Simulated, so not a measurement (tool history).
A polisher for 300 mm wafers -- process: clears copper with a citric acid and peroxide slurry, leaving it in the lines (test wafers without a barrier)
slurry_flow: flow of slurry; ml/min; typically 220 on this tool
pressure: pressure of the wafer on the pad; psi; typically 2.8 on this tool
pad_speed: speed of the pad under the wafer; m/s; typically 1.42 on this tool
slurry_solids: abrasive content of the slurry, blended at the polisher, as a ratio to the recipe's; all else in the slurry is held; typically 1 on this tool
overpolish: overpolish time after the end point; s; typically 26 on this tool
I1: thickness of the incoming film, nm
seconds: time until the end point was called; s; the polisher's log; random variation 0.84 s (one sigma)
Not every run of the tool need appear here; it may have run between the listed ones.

{"run": 1, "hour": 0.0, "slurry_flow": 220, "pressure": 2.8, "pad_speed": 1.42, "slurry_solids": 1, "overpolish": 26, "I1": 275.1, "seconds": 81.8}
{"run": 2, "hour": 34.9, "slurry_flow": 220, "pressure": 2.8, "pad_speed": 1.42, "slurry_solids": 1, "overpolish": 26, "I1": 271.3, "seconds": 80.9}
{"hour": 70.2, "done": "slurry nozzle cleaned"}
{"hour": 77.1, "done": "worn pad replaced by a new one"}
{"hour": 79.0, "done": "slurry blender recalibrated"}
{"run": 3, "hour": 95.7, "slurry_flow": 220, "pressure": 2.8, "pad_speed": 1.42, "slurry_solids": 1, "overpolish": 26, "I1": 275.9, "seconds": 81.5}
{"run": 4, "hour": 122.6, "slurry_flow": 255, "pressure": 2.8, "pad_speed": 1.42, "slurry_solids": 1, "overpolish": 26, "I1": 276.3, "seconds": 81.4}
{"run": 5, "hour": 163.5, "slurry_flow": 255, "pressure": 2.8, "pad_speed": 1.42, "slurry_solids": 1, "overpolish": 26, "I1": 275.5, "seconds": 81.8}
{"run": 6, "hour": 216.5, "slurry_flow": 220, "pressure": 2.8, "pad_speed": 1.42, "slurry_solids": 1, "overpolish": 26, "I1": 275.2, "seconds": 83.4}
{"hour": 254.1, "done": "worn pad replaced by a new one"}
{"run": 7, "hour": 396.1, "slurry_flow": 220, "pressure": 2.8, "pad_speed": 1.42, "slurry_solids": 1, "overpolish": 26, "I1": 271.2, "seconds": 79.8}
{"hour": 461.8, "done": "worn pad replaced by a new one"}
{"run": 8, "hour": 462.3, "slurry_flow": 220, "pressure": 2.8, "pad_speed": 1.42, "slurry_solids": 1, "overpolish": 26, "I1": 274.3, "seconds": 81.5}
{"hour": 484.1, "done": "slurry blender recalibrated"}
{"run": 9, "hour": 528.5, "slurry_flow": 220, "pressure": 2.8, "pad_speed": 1.42, "slurry_solids": 1, "overpolish": 26, "I1": 278.8, "seconds": 82.9}
{"hour": 573.1, "done": "head pressure recalibrated"}
{"run": 10, "hour": 643.6, "slurry_flow": 220, "pressure": 2.8, "pad_speed": 1.42, "slurry_solids": 1.2, "overpolish": 22, "I1": 278.5, "seconds": 79.5}
{"hour": 665.5, "done": "worn pad replaced by a new one"}
{"run": 11, "hour": 684.1, "slurry_flow": 155, "pressure": 2.8, "pad_speed": 1.42, "slurry_solids": 0.7, "overpolish": 26, "I1": 275.9, "seconds": 95.3}
{"hour": 752.5, "done": "slurry nozzle cleaned"}
{"run": 12, "hour": 755.7, "slurry_flow": 220, "pressure": 2.8, "pad_speed": 1.42, "slurry_solids": 1, "overpolish": 26, "I1": 275.2, "seconds": 82.2}
{"run": 13, "hour": 798.9, "slurry_flow": 285, "pressure": 2.8, "pad_speed": 1.42, "slurry_solids": 1, "overpolish": 26, "I1": 274.5, "seconds": 80.9}
{"hour": 857.2, "done": "worn pad replaced by a new one"}
{"run": 14, "hour": 865.5, "slurry_flow": 220, "pressure": 2.8, "pad_speed": 1.42, "slurry_solids": 1, "overpolish": 26, "I1": 270.8, "seconds": 81.4}
{"hour": 881.1, "done": "slurry blender recalibrated"}
{"run": 15, "hour": 894.3, "slurry_flow": 220, "pressure": 2.8, "pad_speed": 1.1, "slurry_solids": 1, "overpolish": 26, "I1": 274.1, "seconds": 96.4}
{"run": 16, "hour": 931.1, "slurry_flow": 175, "pressure": 2.2, "pad_speed": 1.42, "slurry_solids": 0.75, "overpolish": 26, "I1": 272.5, "seconds": 106.4}
{"run": 17, "hour": 962.2, "slurry_flow": 220, "pressure": 1.9, "pad_speed": 1.42, "slurry_solids": 1, "overpolish": 39, "I1": 275.9, "seconds": 109.3}

Give the tool's hidden conditions for every run:
removal rate lost through wear of the pad, %: 0 at every run
slurry flow missing at the pad, %: 0 at every run
deviation of the head's pressure from its setpoint, %: 0 at every run
abrasive missing from the slurry, %: 0 at every run
